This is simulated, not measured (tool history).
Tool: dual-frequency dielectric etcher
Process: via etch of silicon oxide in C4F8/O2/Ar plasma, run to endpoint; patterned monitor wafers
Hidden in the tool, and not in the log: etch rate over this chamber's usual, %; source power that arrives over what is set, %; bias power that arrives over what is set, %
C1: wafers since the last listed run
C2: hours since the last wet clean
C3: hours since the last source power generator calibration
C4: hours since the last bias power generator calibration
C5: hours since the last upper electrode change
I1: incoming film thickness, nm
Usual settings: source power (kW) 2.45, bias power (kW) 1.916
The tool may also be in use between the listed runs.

run 1 hour=0 | source_power_(kW)=2.45 bias_power_(kW)=1.916 | C1=0 C2=123.3 C3=5376 C4=2188.5 C5=3311.3 | I1=1023.6 | endpoint_time_(s)=181.2
run 2 hour=46.3 | source_power_(kW)=2.45 bias_power_(kW)=1.757 | C1=332 C2=169.6 C3=5422.3 C4=2234.8 C5=3357.6 | I1=1018.3 | endpoint_time_(s)=186.1
run 3 hour=116 | source_power_(kW)=2.45 bias_power_(kW)=1.916 | C1=501 C2=239.3 C3=5492 C4=2304.5 C5=3427.3 | I1=1028.9 | endpoint_time_(s)=184.5
run 4 hour=180.4 | source_power_(kW)=2.45 bias_power_(kW)=1.916 | C1=463 C2=303.7 C3=5556.4 C4=2368.9 C5=3491.7 | I1=1024.6 | endpoint_time_(s)=182.6
run 5 hour=249.8 | source_power_(kW)=2.45 bias_power_(kW)=1.916 | C1=499 C2=373.1 C3=5625.8 C4=2438.3 C5=3561.1 | I1=1018.7 | endpoint_time_(s)=181.6
run 6 hour=283.1 | source_power_(kW)=2.45 bias_power_(kW)=1.916 | C1=239 C2=406.4 C3=5659.1 C4=2471.6 C5=3594.4 | I1=1014.5 | endpoint_time_(s)=180.5
run 7 hour=329 | source_power_(kW)=2.45 bias_power_(kW)=1.916 | C1=330 C2=452.3 C3=5705 C4=2517.5 C5=3640.3 | I1=1018.2 | endpoint_time_(s)=179.8
-- hour=337 source power generator calibrated
-- hour=372.5 upper electrode replaced
run 8 hour=373 | source_power_(kW)=2.45 bias_power_(kW)=1.916 | C1=115 C2=496.3 C3=36 C4=2561.5 C5=0.5 | I1=1025.2 | endpoint_time_(s)=181.3
run 9 hour=384.9 | source_power_(kW)=2.45 bias_power_(kW)=1.916 | C1=85 C2=508.2 C3=47.9 C4=2573.4 C5=12.4 | I1=1017.8 | endpoint_time_(s)=181.5
run 10 hour=427.8 | source_power_(kW)=2.45 bias_power_(kW)=1.916 | C1=308 C2=551.1 C3=90.8 C4=2616.3 C5=55.3 | I1=1024 | endpoint_time_(s)=180.3
run 11 hour=455.4 | source_power_(kW)=2.45 bias_power_(kW)=1.916 | C1=198 C2=578.7 C3=118.4 C4=2643.9 C5=82.9 | I1=1019.5 | endpoint_time_(s)=181.3
-- hour=483.6 wet clean of the chamber
run 12 hour=519.8 | source_power_(kW)=2.45 bias_power_(kW)=1.716 | C1=290 C2=36.2 C3=182.8 C4=2708.3 C5=147.3 | I1=1028 | endpoint_time_(s)=190.9
run 13 hour=578.2 | source_power_(kW)=2.45 bias_power_(kW)=1.716 | C1=420 C2=94.6 C3=241.2 C4=2766.7 C5=205.7 | I1=1024.8 | endpoint_time_(s)=187.5
run 14 hour=648.6 | source_power_(kW)=2.45 bias_power_(kW)=1.916 | C1=506 C2=165 C3=311.6 C4=2837.1 C5=276.1 | I1=1022.7 | endpoint_time_(s)=180.9
-- hour=679 bias power generator calibrated
run 15 hour=691.1 | source_power_(kW)=2.45 bias_power_(kW)=1.916 | C1=276 C2=207.5 C3=354.1 C4=12.1 C5=318.6 | I1=1024.5 | endpoint_time_(s)=182.2
run 16 hour=731.4 | source_power_(kW)=2.45 bias_power_(kW)=1.916 | C1=289 C2=247.8 C3=394.4 C4=52.4 C5=358.9 | I1=1021.2 | endpoint_time_(s)=180.6
run 17 hour=789.4 | source_power_(kW)=2 bias_power_(kW)=1.916 | C1=417 C2=305.8 C3=452.4 C4=110.4 C5=416.9 | I1=1028.4 | endpoint_time_(s)=193.2
run 18 hour=837.8 | source_power_(kW)=2.65 bias_power_(kW)=2.067 | C1=348 C2=354.2 C3=500.8 C4=158.8 C5=465.3 | I1=1016.9 | endpoint_time_(s)=170.1
run 19 hour=873.5 | source_power_(kW)=2.45 bias_power_(kW)=1.916 | C1=256 C2=389.9 C3=536.5 C4=194.5 C5=501 | I1=1023.6 | endpoint_time_(s)=179.8
run 20 hour=937.2 | source_power_(kW)=2.11 bias_power_(kW)=1.916 | C1=458 C2=453.6 C3=600.2 C4=258.2 C5=564.7 | I1=1025.5 | endpoint_time_(s)=191
run 21 hour=962.8 | source_power_(kW)=2.21 bias_power_(kW)=2.317 | C1=184 C2=479.2 C3=625.8 C4=283.8 C5=590.3 | I1=1012.7 | endpoint_time_(s)=170.5
run 22 hour=1010 | source_power_(kW)=2.45 bias_power_(kW)=1.916 | C1=339 C2=526.4 C3=673 C4=331 C5=637.5 | I1=1019.4 | endpoint_time_(s)=181
run 23 hour=1058 | source_power_(kW)=1.85 bias_power_(kW)=1.602 | C1=345 C2=574.4 C3=721 C4=379 C5=685.5 | I1=1030.4 | endpoint_time_(s)=213.7
run 24 hour=1112.1 | source_power_(kW)=2.83 bias_power_(kW)=2.371 | C1=389 C2=628.5 C3=775.1 C4=433.1 C5=739.6 | I1=1032.2 | endpoint_time_(s)=162.3
-- hour=1159.4 wet clean of the chamber
run 25 hour=1168 | source_power_(kW)=2.45 bias_power_(kW)=2.108 | C1=229 C2=8.6 C3=831 C4=489 C5=795.5 | I1=1044.3 | endpoint_time_(s)=178.8
run 26 hour=1205.1 | source_power_(kW)=2.45 bias_power_(kW)=1.916 | C1=266 C2=45.7 C3=868.1 C4=526.1 C5=832.6 | I1=1016.4 | endpoint_time_(s)=181.8
run 27 hour=1267.6 | source_power_(kW)=2.66 bias_power_(kW)=1.521 | C1=449 C2=108.2 C3=930.6 C4=588.6 C5=895.1 | I1=1020.4 | endpoint_time_(s)=191.1
run 28 hour=1335.4 | source_power_(kW)=2.45 bias_power_(kW)=1.916 | C1=487 C2=176 C3=998.4 C4=656.4 C5=962.9 | I1=1018.3 | endpoint_time_(s)=180.8
run 29 hour=1400.3 | source_power_(kW)=2.65 bias_power_(kW)=2.067 | C1=466 C2=240.9 C3=1063.3 C4=721.3 C5=1027.8 | I1=1027.3 | endpoint_time_(s)=172.9
run 30 hour=1439 | source_power_(kW)=1.92 bias_power_(kW)=2.062 | C1=278 C2=279.6 C3=1102 C4=760 C5=1066.5 | I1=1030.5 | endpoint_time_(s)=191.9
run 31 hour=1481.8 | source_power_(kW)=2.45 bias_power_(kW)=1.916 | C1=307 C2=322.4 C3=1144.8 C4=802.8 C5=1109.3 | I1=1031.9 | endpoint_time_(s)=182
run 32 hour=1527.4 | source_power_(kW)=2.95 bias_power_(kW)=1.549 | C1=327 C2=368 C3=1190.4 C4=848.4 C5=1154.9 | I1=1019.9 | endpoint_time_(s)=181.8
run 33 hour=1562.4 | source_power_(kW)=1.99 bias_power_(kW)=1.473 | C1=251 C2=403 C3=1225.4 C4=883.4 C5=1189.9 | I1=1019.3 | endpoint_time_(s)=210.6
run 34 hour=1598.9 | source_power_(kW)=2.45 bias_power_(kW)=1.916 | C1=262 C2=439.5 C3=1261.9 C4=919.9 C5=1226.4 | I1=1022.6 | endpoint_time_(s)=181.6
run 35 hour=1648.2 | source_power_(kW)=2.99 bias_power_(kW)=1.559 | C1=354 C2=488.8 C3=1311.2 C4=969.2 C5=1275.7 | I1=1027.3 | endpoint_time_(s)=184.2

Forecast each of these 4 alternatives for the next run:
run A hour=1648.7 | source_power_(kW)=2.45 bias_power_(kW)=2.198 | C1=3 C2=489.3 C3=1311.7 C4=969.7 C5=1276.2 | I1=1017.5 | endpoint_time_(s)=?
run B hour=1648.7 | source_power_(kW)=3.04 bias_power_(kW)=2.223 | C1=3 C2=489.3 C3=1311.7 C4=969.7 C5=1276.2 | I1=1017.5 | endpoint_time_(s)=?
run C hour=1648.7 | source_power_(kW)=2.96 bias_power_(kW)=2.056 | C1=3 C2=489.3 C3=1311.7 C4=969.7 C5=1276.2 | I1=1017.5 | endpoint_time_(s)=?
run D hour=1648.7 | source_power_(kW)=2.23 bias_power_(kW)=2.323 | C1=3 C2=489.3 C3=1311.7 C4=969.7 C5=1276.2 | I1=1017.5 | endpoint_time_(s)=?

run=A endpoint_time_(s)=174.6
run=B endpoint_time_(s)=162.2
run=C endpoint_time_(s)=168.1
run=D endpoint_time_(s)=176.3
Without the tool's hidden state the same runs would have given:
run=A endpoint_time_(s)=174.6
run=B endpoint_time_(s)=162.2
run=C endpoint_time_(s)=168.1
run=D endpoint_time_(s)=176.3
